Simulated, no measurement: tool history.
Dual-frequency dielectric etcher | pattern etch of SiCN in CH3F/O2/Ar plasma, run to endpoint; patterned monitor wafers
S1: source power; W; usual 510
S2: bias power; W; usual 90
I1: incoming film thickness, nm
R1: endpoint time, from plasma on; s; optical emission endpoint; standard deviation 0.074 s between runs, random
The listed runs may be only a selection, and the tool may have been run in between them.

run    hour   S1   S2    I1    R1
  1     0.0  510   90  7.71  16.2
  2    69.7  510   90  7.70  16.1
      137.4  -- wet clean of the chamber
      158.5  -- bias power generator calibrated
  3   159.0  510   90  7.67  16.3
  4   222.2  510   90  7.72  16.6
  5   324.8  510   90  7.63  16.1
  6   378.5  510   90  7.64  16.3
  7   444.4  510   90  7.74  16.6
  8   530.5  510   90  7.68  16.4
      595.1  -- wet clean of the chamber
  9   595.6  510   90  7.67  16.3
 10   629.3  510   90  7.72  16.3
 11   667.9  510   90  7.72  16.4
 12   727.2  410   79  7.78  18.6
 13   827.0  510   90  7.62  16.0
 14   919.9  640   90  7.81  15.2
      987.7  -- upper electrode replaced, of another model than before
     1029.2  -- wet clean of the chamber
 15  1029.7  540   76  7.76  17.9
 16  1094.0  510   81  7.74  17.6
 17  1171.5  600   99  7.71  13.8
 18  1269.9  430   79  7.69  19.8
 19  1328.7  450   90  7.75  17.4
 20  1375.5  560   84  7.67  15.9
     1406.5  -- wet clean of the chamber
     1457.1  -- source power generator calibrated
     1475.6  -- bias power generator calibrated
 21  1610.6  510   90  7.78  16.6
 22  1715.4  510   75  7.68  19.2
     1794.4  -- wet clean of the chamber
 23  1794.9  510  106  7.75  14.7
 24  1859.3  550   76  7.77  18.2
 25  1896.8  470   98  7.74  16.2
 26  1940.8  510   90  7.77  16.5
 27  2008.5  510   90  7.68  16.4

Alternative continuations, all from the tool just after run 27; predict every row:
  A  2008.9  430   90  7.72   ?
  B  2008.9  450   76  7.72   ?
  C  2008.9  390  102  7.72   ?
  D  2008.9  640   80  7.72   ?
  E  2008.9  430   71  7.72   ?

run    R1
  A  18.2
  B  20.4
  C  17.7
  D  15.9
  E  22.3
Had the tool no hidden state, the same runs would have come out as:
run    R1
  A  18.3
  B  20.4
  C  17.8
  D  16.0
  E  22.4
